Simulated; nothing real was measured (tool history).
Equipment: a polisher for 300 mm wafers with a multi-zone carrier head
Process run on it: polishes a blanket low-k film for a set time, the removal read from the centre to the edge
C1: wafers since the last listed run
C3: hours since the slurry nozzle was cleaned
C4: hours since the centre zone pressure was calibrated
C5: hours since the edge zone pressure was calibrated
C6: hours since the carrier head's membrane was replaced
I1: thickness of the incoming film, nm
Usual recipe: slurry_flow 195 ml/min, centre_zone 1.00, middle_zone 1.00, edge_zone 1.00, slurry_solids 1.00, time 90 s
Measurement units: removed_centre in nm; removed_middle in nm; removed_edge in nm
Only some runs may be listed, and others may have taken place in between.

{"run": 1, "hour": 0.0, "slurry_flow": 220, "centre_zone": 1.0, "middle_zone": 1.0, "edge_zone": 1.0, "slurry_solids": 1.05, "time": 90, "C1": 0, "wafers polished on this pad": 152, "C3": 56.1, "C4": 601.2, "C5": 1075.1, "C6": 909.3, "I1": 489.6, "removed_centre": 49.1, "removed_middle": 45.1, "removed_edge": 43.1}
{"run": 2, "hour": 32.4, "slurry_flow": 220, "centre_zone": 1.0, "middle_zone": 1.0, "edge_zone": 1.0, "slurry_solids": 1.05, "time": 90, "C1": 270, "wafers polished on this pad": 422, "C3": 88.5, "C4": 633.6, "C5": 1107.5, "C6": 941.7, "I1": 494.5, "removed_centre": 49.7, "removed_middle": 43.5, "removed_edge": 43.4}
{"run": 3, "hour": 55.8, "slurry_flow": 195, "centre_zone": 1.0, "middle_zone": 1.0, "edge_zone": 1.0, "slurry_solids": 1.0, "time": 90, "C1": 195, "wafers polished on this pad": 617, "C3": 111.9, "C4": 657.0, "C5": 1130.9, "C6": 965.1, "I1": 497.5, "removed_centre": 47.4, "removed_middle": 42.8, "removed_edge": 42.0}
{"run": 4, "hour": 70.9, "slurry_flow": 195, "centre_zone": 1.0, "middle_zone": 1.0, "edge_zone": 1.0, "slurry_solids": 1.0, "time": 90, "C1": 126, "wafers polished on this pad": 743, "C3": 127.0, "C4": 672.1, "C5": 1146.0, "C6": 980.2, "I1": 485.8, "removed_centre": 47.0, "removed_middle": 42.5, "removed_edge": 41.3}
{"run": 5, "hour": 106.4, "slurry_flow": 195, "centre_zone": 1.0, "middle_zone": 1.0, "edge_zone": 1.0, "slurry_solids": 1.0, "time": 90, "C1": 296, "wafers polished on this pad": 1040, "C3": 162.5, "C4": 707.6, "C5": 1181.5, "C6": 1015.7, "I1": 492.8, "removed_centre": 47.1, "removed_middle": 42.4, "removed_edge": 41.9}
{"run": 6, "hour": 122.2, "slurry_flow": 245, "centre_zone": 1.0, "middle_zone": 1.0, "edge_zone": 1.0, "slurry_solids": 1.0, "time": 70, "C1": 131, "wafers polished on this pad": 1171, "C3": 178.3, "C4": 723.4, "C5": 1197.3, "C6": 1031.5, "I1": 494.0, "removed_centre": 37.7, "removed_middle": 33.7, "removed_edge": 33.3}
{"hour": 132.4, "done": "worn pad replaced by a new one"}
{"run": 7, "hour": 148.7, "slurry_flow": 195, "centre_zone": 1.0, "middle_zone": 0.92, "edge_zone": 1.0, "slurry_solids": 1.0, "time": 90, "C1": 187, "wafers polished on this pad": 136, "C3": 204.8, "C4": 749.9, "C5": 1223.8, "C6": 1058.0, "I1": 488.8, "removed_centre": 47.2, "removed_middle": 39.2, "removed_edge": 41.6}
{"hour": 169.4, "done": "centre zone pressure recalibrated"}
{"run": 8, "hour": 173.9, "slurry_flow": 195, "centre_zone": 1.0, "middle_zone": 0.92, "edge_zone": 1.0, "slurry_solids": 1.0, "time": 90, "C1": 193, "wafers polished on this pad": 329, "C3": 230.0, "C4": 4.5, "C5": 1249.0, "C6": 1083.2, "I1": 495.1, "removed_centre": 41.5, "removed_middle": 39.2, "removed_edge": 41.5}
{"run": 9, "hour": 205.7, "slurry_flow": 195, "centre_zone": 1.0, "middle_zone": 1.0, "edge_zone": 0.97, "slurry_solids": 1.1, "time": 90, "C1": 265, "wafers polished on this pad": 595, "C3": 261.8, "C4": 36.3, "C5": 1280.8, "C6": 1115.0, "I1": 493.3, "removed_centre": 44.2, "removed_middle": 45.3, "removed_edge": 43.9}
{"hour": 221.8, "done": "carrier head's membrane replaced by a new one"}
{"run": 10, "hour": 222.5, "slurry_flow": 195, "centre_zone": 0.89, "middle_zone": 1.0, "edge_zone": 1.0, "slurry_solids": 1.0, "time": 90, "C1": 98, "wafers polished on this pad": 693, "C3": 278.6, "C4": 53.1, "C5": 1297.6, "C6": 0.7, "I1": 498.7, "removed_centre": 37.4, "removed_middle": 42.2, "removed_edge": 42.2}
{"hour": 236.0, "done": "slurry nozzle cleaned"}
{"hour": 247.7, "done": "worn pad replaced by a new one"}
{"hour": 250.7, "done": "edge zone pressure recalibrated"}
{"run": 11, "hour": 253.3, "slurry_flow": 195, "centre_zone": 1.0, "middle_zone": 1.0, "edge_zone": 1.0, "slurry_solids": 1.0, "time": 90, "C1": 198, "wafers polished on this pad": 30, "C3": 17.3, "C4": 83.9, "C5": 2.6, "C6": 31.5, "I1": 487.6, "removed_centre": 42.6, "removed_middle": 41.3, "removed_edge": 41.3}
{"run": 12, "hour": 283.8, "slurry_flow": 195, "centre_zone": 1.0, "middle_zone": 0.89, "edge_zone": 1.0, "slurry_solids": 1.0, "time": 90, "C1": 254, "wafers polished on this pad": 284, "C3": 47.8, "C4": 114.4, "C5": 33.1, "C6": 62.0, "I1": 490.6, "removed_centre": 43.2, "removed_middle": 37.6, "removed_edge": 42.2}

What does the tool deliver on the next run?
{"run": 13, "hour": 307.2, "slurry_flow": 195, "centre_zone": 1.08, "middle_zone": 1.05, "edge_zone": 1.0, "slurry_solids": 1.1, "time": 100, "C1": 195, "wafers polished on this pad": 479, "C3": 71.2, "C4": 137.8, "C5": 56.5, "C6": 85.4, "I1": 489.5, "removed_centre": "?", "removed_middle": "?", "removed_edge": "?"}

Run 13 measured removed_centre 55.6 nm, removed_middle 51.7 nm, removed_edge 49.3 nm.
Without the tool's hidden state the same run would have given removed_centre 54.4 nm, removed_middle 51.7 nm, removed_edge 49.3 nm.
